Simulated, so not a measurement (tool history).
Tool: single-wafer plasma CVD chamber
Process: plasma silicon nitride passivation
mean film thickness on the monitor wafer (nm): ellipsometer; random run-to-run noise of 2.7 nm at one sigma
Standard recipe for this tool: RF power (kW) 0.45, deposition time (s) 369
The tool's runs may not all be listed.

run,hour,RF power (kW),deposition time (s),wafers since the last listed run,hours since the last RF generator calibration,hours since the showerhead was replaced,hours since the gauge calibration,"read-back reference wafer on the same gauge, thickness_nm",mean film thickness on the monitor wafer (nm)
1,0,0.38,369,0,486.2,7349.5,148.9,521.467,517.448
2,63,0.5,369,255,549.2,7412.5,211.9,523.167,559.496
3,134.8,0.5,369,290,621,7484.3,283.7,524.047,556.241
4,182.3,0.5,369,192,668.5,7531.8,331.2,524.774,558.466
5,215.7,0.45,415,135,701.9,7565.2,364.6,527.279,616.962
6,256.9,0.45,415,166,743.1,7606.4,405.8,527.382,614.171
7,324.9,0.45,369,275,811.1,7674.4,473.8,529.617,551.417
# hour 345.2: gauge calibrated
8,353,0.45,369,113,839.2,7702.5,7.8,523.613,542.368
9,401.6,0.45,369,196,887.8,7751.1,56.4,524.002,546.432
# hour 462.4: showerhead replaced
10,473.3,0.45,369,258,959.5,10.9,128.1,525.179,540.95
11,529.2,0.45,369,226,1015.4,66.8,184,526.122,546.45
12,596,0.37,440,270,1082.2,133.6,250.8,525.7,617.269
# hour 609.8: RF generator calibrated
13,632.4,0.45,434,115,22.6,170,287.2,526.945,642.627
14,672.5,0.45,369,162,62.7,210.1,327.3,528.3,542.645
15,716.3,0.475,350,177,106.5,253.9,371.1,529.293,520.796
16,768.4,0.37,419,211,158.6,306,423.2,531.154,597.41
17,799.7,0.45,369,126,189.9,337.3,454.5,531.811,549.685
18,834.8,0.365,411,142,225,372.4,489.6,533.381,579.117
19,874.2,0.45,434,159,264.4,411.8,529,535.732,654.16
# hour 894: gauge calibrated
20,942.4,0.45,422,276,332.6,480,48.4,523.482,613.809
21,968.5,0.36,389,105,358.7,506.1,74.5,523.228,531.824
22,1036.1,0.45,309,273,426.3,573.7,142.1,524.326,449.072

A few steps of mean film thickness on the monitor wafer (nm) between consecutive runs. Split each: what settings, incoming material and random variation would produce without the hidden state, and what is left over for the hidden state, along with gauge scatter present in only one of the two compared results (measured, and without hidden state):
What the log doesn't record here: delivered RF power above the setpoint (%); gauge reads high (%).
Run 7 -> 8: gauge calibrated. mean film thickness on the monitor wafer (nm) -9.049: hidden state -6.159, all else -2.89.
Run 13 -> 14: deposition time (s) 434 -> 369. mean film thickness on the monitor wafer (nm) -99.982: hidden state +0.191, all else -100.173.
Run 19 -> 20: deposition time (s) 434 -> 422, gauge calibrated. mean film thickness on the monitor wafer (nm) -40.351: hidden state -14.141, all else -26.21.
Run 21 -> 22: RF power (kW) 0.36 -> 0.45, deposition time (s) 389 -> 309. mean film thickness on the monitor wafer (nm) -82.752: hidden state +0.421, all else -83.173.
